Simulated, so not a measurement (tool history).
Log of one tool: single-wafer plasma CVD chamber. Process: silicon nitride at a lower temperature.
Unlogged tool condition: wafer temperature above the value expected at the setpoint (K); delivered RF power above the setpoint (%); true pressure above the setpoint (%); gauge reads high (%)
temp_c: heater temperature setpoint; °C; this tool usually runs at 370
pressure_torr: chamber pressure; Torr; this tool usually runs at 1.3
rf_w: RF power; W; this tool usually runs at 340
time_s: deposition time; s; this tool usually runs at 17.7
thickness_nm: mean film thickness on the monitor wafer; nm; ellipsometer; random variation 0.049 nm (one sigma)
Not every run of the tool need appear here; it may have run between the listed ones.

run	hour	temp_c	pressure_torr	rf_w	time_s	wafers since the last listed run	hours since the last thermocouple change	hours since the last RF generator calibration	hours since the last manometer calibration	hours since the showerhead was replaced	hours since the gauge calibration	read-back reference wafer on the same gauge, thickness_nm	thickness_nm
1	0	370	1.3	340	17.7	0	1616.8	546.7	2275.7	5753.5	405.6	21.569	22.534
2	21.5	370	1.3	340	17.7	437	1638.3	568.2	2297.2	5775	427.1	21.542	22.44
3	46.7	370	1.3	340	17.7	513	1663.5	593.4	2322.4	5800.2	452.3	21.573	22.437
4	66.2	370	1.3	385	17.7	397	1683	612.9	2341.9	5819.7	471.8	21.56	24.188
5	94.8	370	1.3	385	17.7	582	1711.6	641.5	2370.5	5848.3	500.4	21.574	24.063
6	117.3	370	1.3	385	17.7	458	1734.1	664	2393	5870.8	522.9	21.587	24.242
7	130.3	370	1.3	340	20.5	264	1747.1	677	2406	5883.8	535.9	21.601	26.191
8	143.6	370	1.3	340	20.5	270	1760.4	690.3	2419.3	5897.1	549.2	21.6	26.015
9	171.9	370	1.3	340	20.5	576	1788.7	718.6	2447.6	5925.4	577.5	21.578	26.057
10	241.5	370	1.19	340	17.7	1417	1858.3	788.2	2517.2	5995	647.1	21.596	22.041
# hour 257.4: capacitance manometer re-zeroed and calibrated
11	273.8	370	1.19	340	17.7	494	1890.6	820.5	16.4	6027.3	679.4	21.618	21.981
12	311.2	370	1.19	340	17.7	761	1928	857.9	53.8	6064.7	716.8	21.641	21.996
13	328.9	364	1.3	340	17.7	360	1945.7	875.6	71.5	6082.4	734.5	21.645	22.707
14	344.2	370	1.56	340	17.7	311	1961	890.9	86.8	6097.7	749.8	21.646	23.638
15	360.3	355	1.3	340	17.7	327	1977.1	907	102.9	6113.8	765.9	21.653	22.772
# hour 368.5: showerhead replaced
16	395	370	1.3	340	17.7	543	2011.8	941.7	137.6	26.5	800.6	21.649	22.599
17	459.6	370	1.3	340	17.7	1315	2076.4	1006.3	202.2	91.1	865.2	21.661	22.669
18	493.1	380	1.06	340	17.7	682	2109.9	1039.8	235.7	124.6	898.7	21.687	21.24
19	516.7	362	1.3	340	15.4	480	2133.5	1063.4	259.3	148.2	922.3	21.706	19.725
20	548.7	370	1.12	390	17.7	651	2165.5	1095.4	291.3	180.2	954.3	21.688	23.44
# hour 549.9: gauge calibrated
# hour 567.1: RF generator calibrated
21	582.8	370	1.38	370	19.1	531	2199.6	15.7	325.4	214.3	32.9	21.436	25.781
22	608.7	370	1.3	340	17.7	527	2225.5	41.6	351.3	240.2	58.8	21.438	22.282
# hour 624.9: thermocouple changed; heater temperature recalibrated
23	625.4	370	1.12	390	17.7	177	0.5	58.3	368	256.9	75.5	21.439	23.149
24	651.3	385	1.59	340	20.3	527	26.4	84.2	393.9	282.8	101.4	21.457	27.061
25	667.3	370	1.3	340	17.7	325	42.4	100.2	409.9	298.8	117.4	21.452	22.46
26	698.5	375	1.3	370	17.7	635	73.6	131.4	441.1	330	148.6	21.465	23.565
27	725.9	383	1.6	340	17.7	558	101	158.8	468.5	357.4	176	21.474	23.711
28	810.5	370	1.3	340	20.4	1722	185.6	243.4	553.1	442	260.6	21.484	25.799
29	826.5	375	1.08	375	17.7	325	201.6	259.4	569.1	458	276.6	21.496	22.455
30	847.5	370	1.3	390	17.7	427	222.6	280.4	590.1	479	297.6	21.506	24.249

List, for all runs, the conditions of the tool that the log does not record:
wafer temperature above the value expected at the setpoint (K): 0, the same for each run
delivered RF power above the setpoint (%): 0, the same for each run
true pressure above the setpoint (%): 0, the same for each run
H1: gauge reads high (%)
run	H1
1	0.698
2	0.725
3	0.757
4	0.782
5	0.818
6	0.847
7	0.863
8	0.88
9	0.916
10	1
11	1.05
12	1.09
13	1.12
14	1.13
15	1.16
16	1.2
17	1.28
18	1.32
19	1.35
20	1.39
21	0.175
22	0.208
23	0.229
24	0.262
25	0.283
26	0.322
27	0.357
28	0.464
29	0.485
30	0.511
